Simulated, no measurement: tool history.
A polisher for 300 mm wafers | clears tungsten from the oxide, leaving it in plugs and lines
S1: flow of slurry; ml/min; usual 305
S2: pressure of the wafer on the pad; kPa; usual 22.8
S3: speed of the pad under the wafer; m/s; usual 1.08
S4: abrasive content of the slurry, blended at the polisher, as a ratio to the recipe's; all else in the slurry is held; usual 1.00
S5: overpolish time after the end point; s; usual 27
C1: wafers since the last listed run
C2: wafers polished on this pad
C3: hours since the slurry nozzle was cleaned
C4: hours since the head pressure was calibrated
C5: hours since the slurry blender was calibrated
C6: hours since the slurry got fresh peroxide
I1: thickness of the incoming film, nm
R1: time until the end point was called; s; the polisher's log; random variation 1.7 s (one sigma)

run,hour,S1,S2,S3,S4,S5,C1,C2,C3,C4,C5,C6,I1,R1
1,0.0,305,22.8,0.98,1.00,27,0,3798,159.5,340.9,178.5,199.4,337.5,105.6
2,68.6,305,22.8,1.08,1.00,27,576,4374,228.1,409.5,247.1,268.0,338.2,97.5
3,129.2,305,22.8,1.08,1.00,27,509,4884,288.7,470.1,307.7,328.6,342.3,94.7
# hour 150.3: worn pad replaced by a new one
4,170.9,305,22.8,1.08,1.00,27,316,172,330.4,511.8,349.4,370.3,342.1,99.6
5,255.7,305,22.8,1.08,1.00,27,712,885,415.2,596.6,434.2,455.1,343.4,99.6
6,348.8,305,22.8,1.08,1.00,27,782,1667,508.3,689.7,527.3,548.2,335.5,99.4
# hour 395.9: slurry blender recalibrated
# hour 405.7: slurry tank refilled with fresh slurry and peroxide
# hour 432.3: slurry nozzle cleaned
7,433.1,305,22.8,1.08,1.00,27,674,2342,0.8,774.0,37.2,27.4,334.8,96.9
8,472.5,275,22.8,1.08,1.00,27,331,2673,40.2,813.4,76.6,66.8,339.6,98.6
9,510.4,305,16.5,1.36,0.80,27,318,2991,78.1,851.3,114.5,104.7,336.0,113.6
10,613.8,305,22.8,1.08,1.00,27,868,3860,181.5,954.7,217.9,208.1,343.5,104.9
# hour 649.5: worn pad replaced by a new one
11,671.8,215,22.8,0.90,1.00,18,453,187,239.5,1012.7,275.9,266.1,346.7,127.8
# hour 684.9: head pressure recalibrated
12,770.0,370,22.8,0.80,1.25,27,808,995,337.7,85.1,374.1,364.3,338.4,110.9
13,814.4,305,22.8,1.08,0.80,27,373,1368,382.1,129.5,418.5,408.7,340.5,98.3
14,896.7,305,22.8,1.08,1.00,27,691,2059,464.4,211.8,500.8,491.0,339.2,91.5
# hour 930.5: slurry blender recalibrated
15,967.6,305,22.8,0.84,1.30,27,578,2638,535.3,282.7,37.1,561.9,339.5,112.0
# hour 1016.8: slurry tank refilled with fresh slurry and peroxide
16,1054.5,225,22.8,0.92,1.15,27,721,3360,622.2,369.6,124.0,37.7,343.8,112.2
# hour 1061.6: slurry nozzle cleaned
17,1118.5,305,22.8,1.08,1.00,27,529,3889,56.9,433.6,188.0,101.7,340.8,93.5
18,1202.0,400,30.3,1.24,1.00,27,701,4590,140.4,517.1,271.5,185.2,343.2,61.8
# hour 1208.7: worn pad replaced by a new one
19,1271.7,360,22.8,1.08,1.30,42,551,529,210.1,586.8,341.2,254.9,337.0,90.3
20,1341.1,265,22.8,1.08,0.90,12,583,1112,279.5,656.2,410.6,324.3,344.6,98.7
21,1419.6,305,22.8,1.32,1.00,27,659,1771,358.0,734.7,489.1,402.8,337.4,80.8
# hour 1473.8: slurry blender recalibrated
22,1497.6,370,22.8,1.08,1.00,18,638,2410,436.0,812.7,23.8,480.8,343.0,98.5
# hour 1512.0: slurry tank refilled with fresh slurry and peroxide
23,1577.6,305,19.3,1.32,1.30,27,663,3073,516.0,892.7,103.8,65.6,342.7,88.3
24,1620.3,260,29.6,1.08,0.85,27,358,3432,558.7,935.4,146.5,108.3,338.6,79.7
# hour 1649.6: head pressure recalibrated
25,1703.2,305,22.8,1.08,1.00,27,679,4112,641.6,53.6,229.4,191.2,340.7,87.9

5 ways to go on from here, each from the tool as it stands after run 25. What would each give?
A,1703.7,220,22.8,1.08,1.00,27,4,4116,642.1,54.1,229.9,191.7,343.4,?
B,1703.7,245,22.8,1.08,0.75,27,4,4116,642.1,54.1,229.9,191.7,343.4,?
C,1703.7,305,26.2,1.30,1.10,21,4,4116,642.1,54.1,229.9,191.7,343.4,?
D,1703.7,305,26.9,0.70,0.70,16,4,4116,642.1,54.1,229.9,191.7,343.4,?
E,1703.7,280,22.8,1.08,1.00,13,4,4116,642.1,54.1,229.9,191.7,343.4,?

run,R1
A,93.7
B,100.2
C,63.8
D,130.7
E,91.5
Without the tool's hidden state the same runs would have given:
run,R1
A,90.5
B,96.8
C,61.7
D,126.3
E,88.4

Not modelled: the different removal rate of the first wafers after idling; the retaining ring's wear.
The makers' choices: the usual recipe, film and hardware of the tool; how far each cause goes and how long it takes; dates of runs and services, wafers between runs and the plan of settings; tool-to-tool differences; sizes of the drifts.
